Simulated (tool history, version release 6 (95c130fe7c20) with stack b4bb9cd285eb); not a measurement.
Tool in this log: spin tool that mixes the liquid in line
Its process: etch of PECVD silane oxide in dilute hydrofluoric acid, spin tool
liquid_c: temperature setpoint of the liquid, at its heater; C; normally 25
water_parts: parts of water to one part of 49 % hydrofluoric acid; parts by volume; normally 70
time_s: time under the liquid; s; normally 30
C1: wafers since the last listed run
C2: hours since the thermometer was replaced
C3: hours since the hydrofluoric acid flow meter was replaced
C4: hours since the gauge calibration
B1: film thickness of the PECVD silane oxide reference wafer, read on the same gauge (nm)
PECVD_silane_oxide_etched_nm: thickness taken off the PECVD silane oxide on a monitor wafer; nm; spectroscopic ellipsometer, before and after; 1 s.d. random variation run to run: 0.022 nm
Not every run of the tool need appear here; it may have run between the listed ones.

Run 1, hour 0: usual settings but liquid_c 22.5 C, time_s 25 s; C1 0; C2 577.6; C3 656.9; C4 336.2; B1 50. Result: PECVD_silane_oxide_etched_nm 4.77 nm.
Run 2, hour 31: usual settings but liquid_c 22.5 C, time_s 25 s; C1 312; C2 608.6; C3 687.9; C4 367.2; B1 50.04. Result: PECVD_silane_oxide_etched_nm 4.75 nm.
At hour 44.9: gauge calibrated.
Run 3, hour 63.6: usual settings but liquid_c 22.5 C, time_s 25 s; C1 328; C2 641.2; C3 720.5; C4 18.7; B1 50. Result: PECVD_silane_oxide_etched_nm 4.75 nm.
Run 4, hour 84.3: usual settings; C1 208; C2 661.9; C3 741.2; C4 39.4; B1 50.03. Result: PECVD_silane_oxide_etched_nm 6.3 nm.
Run 5, hour 117.4: usual settings; C1 333; C2 695; C3 774.3; C4 72.5; B1 50.05. Result: PECVD_silane_oxide_etched_nm 6.29 nm.
Run 6, hour 144.9: usual settings; C1 276; C2 722.5; C3 801.8; C4 100; B1 50. Result: PECVD_silane_oxide_etched_nm 6.27 nm.
Run 7, hour 171.5: usual settings; C1 267; C2 749.1; C3 828.4; C4 126.6; B1 49.99. Result: PECVD_silane_oxide_etched_nm 6.26 nm.
Run 8, hour 198.7: usual settings; C1 273; C2 776.3; C3 855.6; C4 153.8; B1 49.98. Result: PECVD_silane_oxide_etched_nm 6.25 nm.
Run 9, hour 214.9: usual settings; C1 163; C2 792.5; C3 871.8; C4 170; B1 50.04. Result: PECVD_silane_oxide_etched_nm 6.25 nm.
Run 10, hour 245.4: usual settings; C1 306; C2 823; C3 902.3; C4 200.5; B1 49.98. Result: PECVD_silane_oxide_etched_nm 6.2 nm.
Run 11, hour 272.8: usual settings but liquid_c 27 C, water_parts 85 parts by volume; C1 275; C2 850.4; C3 929.7; C4 227.9; B1 49.99. Result: PECVD_silane_oxide_etched_nm 5.45 nm.
At hour 279.6: hydrofluoric acid flow meter replaced.
Run 12, hour 291.4: usual settings but liquid_c 27 C, water_parts 85 parts by volume; C1 177; C2 869; C3 11.8; C4 246.5; B1 49.98. Result: PECVD_silane_oxide_etched_nm 5.44 nm.
Run 13, hour 317.4: usual settings but liquid_c 26.5 C; C1 261; C2 895; C3 37.8; C4 272.5; B1 50. Result: PECVD_silane_oxide_etched_nm 6.65 nm.
Run 14, hour 346.6: usual settings but liquid_c 26.5 C; C1 293; C2 924.2; C3 67; C4 301.7; B1 49.99. Result: PECVD_silane_oxide_etched_nm 6.56 nm.
Run 15, hour 388.5: usual settings but liquid_c 21 C; C1 421; C2 966.1; C3 108.9; C4 343.6; B1 50. Result: PECVD_silane_oxide_etched_nm 5.29 nm.
At hour 404.2: gauge calibrated.
Run 16, hour 423.8: usual settings but liquid_c 21.5 C; C1 355; C2 1001.4; C3 144.2; C4 19.6; B1 49.97. Result: PECVD_silane_oxide_etched_nm 5.42 nm.
Run 17, hour 441.4: usual settings; C1 177; C2 1019; C3 161.8; C4 37.2; B1 50.01. Result: PECVD_silane_oxide_etched_nm 6.19 nm.
Run 18, hour 470.1: usual settings but time_s 15 s; C1 288; C2 1047.7; C3 190.5; C4 65.9; B1 49.99. Result: PECVD_silane_oxide_etched_nm 3.1 nm.
Run 19, hour 493.9: usual settings but liquid_c 22.5 C, time_s 25 s; C1 239; C2 1071.5; C3 214.3; C4 89.7; B1 50.01. Result: PECVD_silane_oxide_etched_nm 4.68 nm.
Run 20, hour 510.5: usual settings but liquid_c 23.5 C, water_parts 40 parts by volume, time_s 45 s; C1 167; C2 1088.1; C3 230.9; C4 106.3; B1 49.99. Result: PECVD_silane_oxide_etched_nm 15.85 nm.
Run 21, hour 540.9: usual settings but liquid_c 22.5 C, time_s 25 s; C1 305; C2 1118.5; C3 261.3; C4 136.7; B1 49.99. Result: PECVD_silane_oxide_etched_nm 4.63 nm.
Run 22, hour 562.2: usual settings; C1 214; C2 1139.8; C3 282.6; C4 158; B1 50.03. Result: PECVD_silane_oxide_etched_nm 6.18 nm.
At hour 573.3: thermometer replaced.
Run 23, hour 578.2: usual settings but liquid_c 20.5 C, water_parts 80 parts by volume, time_s 20 s; C1 150; C2 4.9; C3 298.6; C4 174; B1 50.04. Result: PECVD_silane_oxide_etched_nm 3.13 nm.
Run 24, hour 606.9: usual settings but water_parts 45 parts by volume; C1 288; C2 33.6; C3 327.3; C4 202.7; B1 49.99. Result: PECVD_silane_oxide_etched_nm 10.35 nm.
Run 25, hour 659.4: usual settings but water_parts 90 parts by volume, time_s 15 s; C1 528; C2 86.1; C3 379.8; C4 255.2; B1 50.04. Result: PECVD_silane_oxide_etched_nm 2.46 nm.

Run 26 comes next. What will it give?
Run 26, hour 683.7: usual settings but liquid_c 23.5 C, water_parts 55 parts by volume, time_s 15 s; C1 244; C2 110.4; C3 404.1; C4 279.5; B1 ?. Result: PECVD_silane_oxide_etched_nm ?.

Run 26 produced B1 50, PECVD_silane_oxide_etched_nm 3.94 nm.
With no hidden state in the tool, this same run would have given PECVD_silane_oxide_etched_nm 3.98 nm.
